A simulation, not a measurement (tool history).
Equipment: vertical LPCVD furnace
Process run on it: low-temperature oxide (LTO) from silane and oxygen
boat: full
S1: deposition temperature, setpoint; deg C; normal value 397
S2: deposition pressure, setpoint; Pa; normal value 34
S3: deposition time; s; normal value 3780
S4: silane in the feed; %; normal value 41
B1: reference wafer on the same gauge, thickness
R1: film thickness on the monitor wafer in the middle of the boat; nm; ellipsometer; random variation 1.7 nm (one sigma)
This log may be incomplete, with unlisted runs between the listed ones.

run    hour   S1    S2    S3  S4      B1      R1
  1       0  397    34  3780  41  722.01  696.54
       38.7  -- gauge calibrated
  2    56.8  397    34  3780  41  721.68  698.03
  3   123.7  397    34  3780  41  721.78   696.4
  4   195.7  397    34  3780  41  721.94  695.83
  5   222.2  397    34  3780  41  722.04   697.1
  6   269.4  397    34  3780  41  721.52  699.76
  7   340.7  397  31.3  3780  41  722.12  647.61
  8   404.5  397  31.3  3780  41  722.32  642.32
  9   464.5  397    34  3780  41  721.59  700.46
 10   493.7  397    34  3780  41  722.17  700.82
 11   564.8  397    34  3780  41  722.08  697.55
 12   597.9  397    34  3780  41  721.96  700.67
        651  -- silane flow controller replaced
 13   651.5  397    34  3780  41  722.26  682.04
 14   699.4  397    34  3780  41   722.2  684.09
 15   765.5  397    34  3780  47  722.26  792.97
 16   828.1  397    34  3780  41  721.63  686.93
      906.4  -- thermocouples replaced and temperature profile calibrated
 17   906.9  397    34  3780  41  722.19  684.03
 18     924  391    30  3360  45  722.12   555.2
 19   977.9  397    34  4860  46   721.4  999.18
     1063.7  -- pressure gauge zeroed
 20  1124.1  397    34  4530  41  722.06   821.6
     1140.2  -- gauge calibrated
 21  1165.1  397  26.7  3780  41  722.16  540.14
 22  1229.1  391    30  3360  45  722.07  560.27
 23  1275.2  390    38  2430  45  721.56  505.53
 24  1314.4  404    40  3300  47  721.74  881.07
 25  1359.1  393    42  2700  47  721.81  672.91
 26  1408.7  397  28.7  5040  33  722.43  589.28
 27  1465.9  397  39.3  3780  41  722.28  800.69
 28  1497.5  389    34  2490  47  722.06  481.77
 29  1525.8  406    34  3780  41  721.93  761.72
 30  1573.3  397    34  3780  46  722.33   785.4
 31  1600.3  393  31.3  3780  41  721.75  610.08

What was the tool's hidden state at every run in the log?
true tube temperature minus thermocouple reading, K: 0, the same for each run
true pressure minus gauge reading, mTorr: 0, the same for each run
gauge reads high (%): 0, the same for each run
H1: deviation of the silane flow from its setpoint, %
run     H1
  1   3.24
  2   3.35
  3   3.48
  4   3.62
  5   3.67
  6   3.76
  7    3.9
  8   4.02
  9   4.14
 10   4.19
 11   4.33
 12   4.39
 13  0.392
 14  0.484
 15  0.613
 16  0.734
 17  0.886
 18   0.92
 19   1.02
 20   1.31
 21   1.39
 22   1.51
 23    1.6
 24   1.68
 25   1.76
 26   1.86
 27   1.97
 28   2.03
 29   2.09
 30   2.18
 31   2.23

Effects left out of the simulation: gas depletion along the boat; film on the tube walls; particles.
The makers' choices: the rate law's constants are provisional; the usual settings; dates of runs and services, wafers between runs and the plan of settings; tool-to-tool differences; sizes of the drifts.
